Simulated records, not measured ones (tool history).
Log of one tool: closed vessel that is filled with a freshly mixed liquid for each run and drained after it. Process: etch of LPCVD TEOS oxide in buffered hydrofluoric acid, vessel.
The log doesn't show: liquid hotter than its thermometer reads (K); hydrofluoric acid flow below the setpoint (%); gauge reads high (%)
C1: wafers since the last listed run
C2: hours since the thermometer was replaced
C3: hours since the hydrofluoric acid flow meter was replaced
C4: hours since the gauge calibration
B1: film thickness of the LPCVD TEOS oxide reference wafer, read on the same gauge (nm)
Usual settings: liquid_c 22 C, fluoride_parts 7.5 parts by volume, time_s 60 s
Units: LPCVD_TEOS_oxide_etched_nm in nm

{"run": 1, "hour": 0.0, "liquid_c": 22, "fluoride_parts": 7.5, "time_s": 60, "C1": 0, "C2": 1523.8, "C3": 1415.9, "C4": 1687.4, "B1": 85.62, "LPCVD_TEOS_oxide_etched_nm": 120.81}
{"run": 2, "hour": 93.1, "liquid_c": 22, "fluoride_parts": 5.5, "time_s": 60, "C1": 10020, "C2": 1616.9, "C3": 1509, "C4": 1780.5, "B1": 85.65, "LPCVD_TEOS_oxide_etched_nm": 159.11}
{"run": 3, "hour": 170.8, "liquid_c": 23.5, "fluoride_parts": 7.5, "time_s": 60, "C1": 8363, "C2": 1694.6, "C3": 1586.7, "C4": 1858.2, "B1": 85.7, "LPCVD_TEOS_oxide_etched_nm": 132.56}
{"run": 4, "hour": 266.2, "liquid_c": 23.5, "fluoride_parts": 7.5, "time_s": 60, "C1": 10268, "C2": 1790, "C3": 1682.1, "C4": 1953.6, "B1": 85.73, "LPCVD_TEOS_oxide_etched_nm": 129.78}
{"run": 5, "hour": 343.3, "liquid_c": 23.5, "fluoride_parts": 7.5, "time_s": 60, "C1": 8298, "C2": 1867.1, "C3": 1759.2, "C4": 2030.7, "B1": 85.77, "LPCVD_TEOS_oxide_etched_nm": 130.93}
{"run": 6, "hour": 439.0, "liquid_c": 22, "fluoride_parts": 7.5, "time_s": 60, "C1": 10300, "C2": 1962.8, "C3": 1854.9, "C4": 2126.4, "B1": 85.81, "LPCVD_TEOS_oxide_etched_nm": 119.79}
{"hour": 512.7, "done": "gauge calibrated"}
{"run": 7, "hour": 534.0, "liquid_c": 22, "fluoride_parts": 5, "time_s": 60, "C1": 10225, "C2": 2057.8, "C3": 1949.9, "C4": 21.3, "B1": 80.3, "LPCVD_TEOS_oxide_etched_nm": 163.15}
{"run": 8, "hour": 599.8, "liquid_c": 22, "fluoride_parts": 5, "time_s": 60, "C1": 7082, "C2": 2123.6, "C3": 2015.7, "C4": 87.1, "B1": 80.79, "LPCVD_TEOS_oxide_etched_nm": 160.03}
{"run": 9, "hour": 686.3, "liquid_c": 22, "fluoride_parts": 5, "time_s": 60, "C1": 9310, "C2": 2210.1, "C3": 2102.2, "C4": 173.6, "B1": 81.4, "LPCVD_TEOS_oxide_etched_nm": 163.68}
{"run": 10, "hour": 724.2, "liquid_c": 22, "fluoride_parts": 7.5, "time_s": 60, "C1": 4079, "C2": 2248, "C3": 2140.1, "C4": 211.5, "B1": 81.65, "LPCVD_TEOS_oxide_etched_nm": 115.45}
{"hour": 875.6, "done": "hydrofluoric acid flow meter replaced"}
{"run": 11, "hour": 1002.0, "liquid_c": 22, "fluoride_parts": 7.5, "time_s": 60, "C1": 29792, "C2": 2525.8, "C3": 126.4, "C4": 489.3, "B1": 83.08, "LPCVD_TEOS_oxide_etched_nm": 113.68}
{"run": 12, "hour": 1068.5, "liquid_c": 22, "fluoride_parts": 7.5, "time_s": 60, "C1": 7157, "C2": 2592.3, "C3": 192.9, "C4": 555.8, "B1": 83.29, "LPCVD_TEOS_oxide_etched_nm": 116.36}
{"run": 13, "hour": 1120.1, "liquid_c": 21, "fluoride_parts": 7.5, "time_s": 60, "C1": 5553, "C2": 2643.9, "C3": 244.5, "C4": 607.4, "B1": 83.46, "LPCVD_TEOS_oxide_etched_nm": 109.4}
{"run": 14, "hour": 1409.6, "liquid_c": 22, "fluoride_parts": 7.5, "time_s": 60, "C1": 31159, "C2": 2933.4, "C3": 534, "C4": 896.9, "B1": 84.25, "LPCVD_TEOS_oxide_etched_nm": 116.86}
{"run": 15, "hour": 1501.9, "liquid_c": 20.5, "fluoride_parts": 7.5, "time_s": 60, "C1": 9934, "C2": 3025.7, "C3": 626.3, "C4": 989.2, "B1": 84.44, "LPCVD_TEOS_oxide_etched_nm": 109.49}
{"run": 16, "hour": 1584.7, "liquid_c": 27, "fluoride_parts": 8.5, "time_s": 60, "C1": 8911, "C2": 3108.5, "C3": 709.1, "C4": 1072, "B1": 84.57, "LPCVD_TEOS_oxide_etched_nm": 135.59}
{"run": 17, "hour": 1636.3, "liquid_c": 22, "fluoride_parts": 5, "time_s": 60, "C1": 5553, "C2": 3160.1, "C3": 760.7, "C4": 1123.6, "B1": 84.67, "LPCVD_TEOS_oxide_etched_nm": 170.58}
{"run": 18, "hour": 1684.6, "liquid_c": 26, "fluoride_parts": 6.5, "time_s": 60, "C1": 5198, "C2": 3208.4, "C3": 809, "C4": 1171.9, "B1": 84.72, "LPCVD_TEOS_oxide_etched_nm": 169.05}
{"run": 19, "hour": 1724.6, "liquid_c": 25.5, "fluoride_parts": 8.5, "time_s": 60, "C1": 4305, "C2": 3248.4, "C3": 849, "C4": 1211.9, "B1": 84.81, "LPCVD_TEOS_oxide_etched_nm": 125.54}
{"hour": 1747.7, "done": "thermometer replaced"}
{"run": 20, "hour": 1797.0, "liquid_c": 22, "fluoride_parts": 9, "time_s": 35, "C1": 7684, "C2": 49.3, "C3": 921.4, "C4": 1284.3, "B1": 84.89, "LPCVD_TEOS_oxide_etched_nm": 56.18}
{"run": 21, "hour": 1845.5, "liquid_c": 23.5, "fluoride_parts": 7.5, "time_s": 70, "C1": 5220, "C2": 97.8, "C3": 969.9, "C4": 1332.8, "B1": 84.92, "LPCVD_TEOS_oxide_etched_nm": 149.9}
{"run": 22, "hour": 1893.7, "liquid_c": 25, "fluoride_parts": 7.5, "time_s": 45, "C1": 5187, "C2": 146, "C3": 1018.1, "C4": 1381, "B1": 84.99, "LPCVD_TEOS_oxide_etched_nm": 106.11}
{"run": 23, "hour": 1946.3, "liquid_c": 27, "fluoride_parts": 5, "time_s": 60, "C1": 5661, "C2": 198.6, "C3": 1070.7, "C4": 1433.6, "B1": 85.04, "LPCVD_TEOS_oxide_etched_nm": 226.45}
{"run": 24, "hour": 2027.7, "liquid_c": 22, "fluoride_parts": 7.5, "time_s": 60, "C1": 8761, "C2": 280, "C3": 1152.1, "C4": 1515, "B1": 85.12, "LPCVD_TEOS_oxide_etched_nm": 121.36}
{"run": 25, "hour": 2124.4, "liquid_c": 22, "fluoride_parts": 5, "time_s": 60, "C1": 10408, "C2": 376.7, "C3": 1248.8, "C4": 1611.7, "B1": 85.18, "LPCVD_TEOS_oxide_etched_nm": 172.08}
{"run": 26, "hour": 2202.6, "liquid_c": 19, "fluoride_parts": 7.5, "time_s": 45, "C1": 8416, "C2": 454.9, "C3": 1327, "C4": 1689.9, "B1": 85.24, "LPCVD_TEOS_oxide_etched_nm": 75.95}
{"run": 27, "hour": 2244.7, "liquid_c": 17.5, "fluoride_parts": 6, "time_s": 45, "C1": 4531, "C2": 497, "C3": 1369.1, "C4": 1732, "B1": 85.26, "LPCVD_TEOS_oxide_etched_nm": 85.12}
{"run": 28, "hour": 2339.7, "liquid_c": 20.5, "fluoride_parts": 6.5, "time_s": 80, "C1": 10225, "C2": 592, "C3": 1464.1, "C4": 1827, "B1": 85.27, "LPCVD_TEOS_oxide_etched_nm": 167.82}
{"run": 29, "hour": 2420.4, "liquid_c": 22, "fluoride_parts": 5, "time_s": 60, "C1": 8685, "C2": 672.7, "C3": 1544.8, "C4": 1907.7, "B1": 85.34, "LPCVD_TEOS_oxide_etched_nm": 170.63}
{"hour": 2425.1, "done": "gauge calibrated"}
{"run": 30, "hour": 2486.8, "liquid_c": 20, "fluoride_parts": 8.5, "time_s": 45, "C1": 7146, "C2": 739.1, "C3": 1611.2, "C4": 61.7, "B1": 80.87, "LPCVD_TEOS_oxide_etched_nm": 66.55}
{"run": 31, "hour": 2526.8, "liquid_c": 26, "fluoride_parts": 8.5, "time_s": 60, "C1": 4305, "C2": 779.1, "C3": 1651.2, "C4": 101.7, "B1": 81.19, "LPCVD_TEOS_oxide_etched_nm": 125.58}
{"run": 32, "hour": 2612.9, "liquid_c": 26.5, "fluoride_parts": 8.5, "time_s": 80, "C1": 9267, "C2": 865.2, "C3": 1737.3, "C4": 187.8, "B1": 81.78, "LPCVD_TEOS_oxide_etched_nm": 172.56}

5 ways to go on from here, each from the tool as it stands after run 32. What would each give?
{"run": "A", "hour": 2613.6, "liquid_c": 22, "fluoride_parts": 7.5, "time_s": 30, "C1": 75, "C2": 865.9, "C3": 1738, "C4": 188.5, "B1": "?", "LPCVD_TEOS_oxide_etched_nm": "?"}
{"run": "B", "hour": 2613.6, "liquid_c": 20.5, "fluoride_parts": 8.5, "time_s": 60, "C1": 75, "C2": 865.9, "C3": 1738, "C4": 188.5, "B1": "?", "LPCVD_TEOS_oxide_etched_nm": "?"}
{"run": "C", "hour": 2613.6, "liquid_c": 27, "fluoride_parts": 7.5, "time_s": 95, "C1": 75, "C2": 865.9, "C3": 1738, "C4": 188.5, "B1": "?", "LPCVD_TEOS_oxide_etched_nm": "?"}
{"run": "D", "hour": 2613.6, "liquid_c": 24.5, "fluoride_parts": 7.5, "time_s": 85, "C1": 75, "C2": 865.9, "C3": 1738, "C4": 188.5, "B1": "?", "LPCVD_TEOS_oxide_etched_nm": "?"}
{"run": "E", "hour": 2613.6, "liquid_c": 19.5, "fluoride_parts": 6, "time_s": 45, "C1": 75, "C2": 865.9, "C3": 1738, "C4": 188.5, "B1": "?", "LPCVD_TEOS_oxide_etched_nm": "?"}

run=A B1=81.79 LPCVD_TEOS_oxide_etched_nm=57.32
run=B B1=81.79 LPCVD_TEOS_oxide_etched_nm=92.12
run=C B1=81.79 LPCVD_TEOS_oxide_etched_nm=238.12
run=D B1=81.79 LPCVD_TEOS_oxide_etched_nm=186.23
run=E B1=81.79 LPCVD_TEOS_oxide_etched_nm=92.14
Without the tool's hidden state the same runs would have given:
run=A LPCVD_TEOS_oxide_etched_nm=56.06
run=B LPCVD_TEOS_oxide_etched_nm=90.1
run=C LPCVD_TEOS_oxide_etched_nm=232.9
run=D LPCVD_TEOS_oxide_etched_nm=182.14
run=E LPCVD_TEOS_oxide_etched_nm=90.12
